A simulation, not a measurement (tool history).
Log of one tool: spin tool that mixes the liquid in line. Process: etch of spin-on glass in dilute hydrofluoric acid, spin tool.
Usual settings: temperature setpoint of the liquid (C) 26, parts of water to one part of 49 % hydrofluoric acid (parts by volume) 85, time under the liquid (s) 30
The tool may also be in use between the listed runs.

| run | hour | temperature setpoint of the liquid (C) | parts of water to one part of 49 % hydrofluoric acid (parts by volume) | time under the liquid (s) | wafers since the last listed run | hours since the thermometer was replaced | hours since the hydrofluoric acid flow meter was replaced | hours since the gauge calibration | read-back film thickness of the spin-on glass reference wafer, read on the same gauge (nm) | thickness taken off the spin-on glass on a monitor wafer (angstrom) |
|---|---|---|---|---|---|---|---|---|---|---|
| 1 | 0 | 26 | 110 | 30 | 0 | 536.7 | 680.1 | 550.2 | 140 | 102.1 |
| 2 | 27.2 | 26 | 110 | 30 | 432 | 563.9 | 707.3 | 577.4 | 139.99 | 103.1 |
| 3 | 56.7 | 26 | 110 | 30 | 469 | 593.4 | 736.8 | 606.9 | 140.01 | 102.2 |
|  | 58.8 | gauge calibrated |
| 4 | 81.8 | 26 | 70 | 30 | 399 | 618.5 | 761.9 | 23 | 139.99 | 170.1 |
| 5 | 100.4 | 26 | 70 | 30 | 295 | 637.1 | 780.5 | 41.6 | 139.98 | 169.1 |
| 6 | 135.9 | 26 | 70 | 30 | 564 | 672.6 | 816 | 77.1 | 140.01 | 171.3 |
| 7 | 152.6 | 26 | 85 | 40 | 265 | 689.3 | 832.7 | 93.8 | 140 | 186.1 |
| 8 | 187.1 | 26 | 85 | 40 | 548 | 723.8 | 867.2 | 128.3 | 140.02 | 184.7 |
| 9 | 275.4 | 26 | 85 | 30 | 1404 | 812.1 | 955.5 | 216.6 | 140.01 | 139.1 |
| 10 | 301.6 | 26 | 85 | 30 | 416 | 838.3 | 981.7 | 242.8 | 139.99 | 140.6 |
| 11 | 316.4 | 26 | 65 | 25 | 235 | 853.1 | 996.5 | 257.6 | 140 | 154.8 |
| 12 | 345 | 26 | 65 | 25 | 454 | 881.7 | 1025.1 | 286.2 | 139.99 | 156.4 |
| 13 | 367.1 | 27.5 | 75 | 30 | 351 | 903.8 | 1047.2 | 308.3 | 139.99 | 169.3 |
|  | 383.3 | thermometer replaced |
| 14 | 384.9 | 27.5 | 75 | 30 | 267 | 1.6 | 1065 | 326.1 | 139.97 | 172.6 |
|  | 429.1 | hydrofluoric acid flow meter replaced |
| 15 | 460.5 | 26 | 85 | 30 | 1186 | 77.2 | 31.4 | 401.7 | 140.02 | 151.2 |
| 16 | 474 | 23 | 85 | 30 | 214 | 90.7 | 44.9 | 415.2 | 140.01 | 130.7 |
| 17 | 488.5 | 24 | 85 | 30 | 230 | 105.2 | 59.4 | 429.7 | 139.99 | 139.1 |
| 18 | 524.3 | 26 | 85 | 45 | 569 | 141 | 95.2 | 465.5 | 140.02 | 224.1 |
| 19 | 556.9 | 30 | 125 | 30 | 518 | 173.6 | 127.8 | 498.1 | 139.98 | 113.8 |
| 20 | 571.5 | 30.5 | 120 | 25 | 232 | 188.2 | 142.4 | 512.7 | 140.03 | 102.2 |
|  | 588.1 | hydrofluoric acid flow meter replaced, repeated, since the last time left the tool worse |
|  | 615.7 | gauge calibrated |
| 21 | 618.6 | 30 | 100 | 20 | 733 | 235.3 | 30.5 | 2.9 | 140.02 | 84 |
| 22 | 653.3 | 26 | 85 | 40 | 551 | 270 | 65.2 | 37.6 | 139.99 | 172.6 |
| 23 | 668.8 | 26 | 125 | 30 | 246 | 285.5 | 80.7 | 53.1 | 139.99 | 82.8 |
| 24 | 702.2 | 22.5 | 85 | 45 | 531 | 318.9 | 114.1 | 86.5 | 140.01 | 169.6 |
| 25 | 724.7 | 24.5 | 105 | 20 | 357 | 341.4 | 136.6 | 109 | 140.02 | 64.6 |
| 26 | 737 | 29 | 75 | 30 | 195 | 353.7 | 148.9 | 121.3 | 140.01 | 168.5 |
| 27 | 768.5 | 26 | 110 | 45 | 500 | 385.2 | 180.4 | 152.8 | 140 | 147.9 |
| 28 | 783.8 | 26 | 85 | 30 | 243 | 400.5 | 195.7 | 168.1 | 140.01 | 132.1 |
| 29 | 805.5 | 26 | 50 | 25 | 345 | 422.2 | 217.4 | 189.8 | 140 | 198 |

3 ways to go on from here, each from the tool as it stands after run 29. What would each give?
| A | 805.9 | 29.5 | 85 | 30 | 6 | 422.6 | 217.8 | 190.2 | ? | ? |
| B | 805.9 | 26 | 95 | 15 | 6 | 422.6 | 217.8 | 190.2 | ? | ? |
| C | 805.9 | 27.5 | 85 | 45 | 6 | 422.6 | 217.8 | 190.2 | ? | ? |

| run | read-back film thickness of the spin-on glass reference wafer, read on the same gauge (nm) | thickness taken off the spin-on glass on a monitor wafer (angstrom) |
|---|---|---|
| A | 139.97 | 149.8 |
| B | 139.97 | 57.7 |
| C | 139.97 | 208 |
Without the tool's hidden state the same runs would have given:
| run | thickness taken off the spin-on glass on a monitor wafer (angstrom) |
|---|---|
| A | 146.9 |
| B | 56.6 |
| C | 204 |
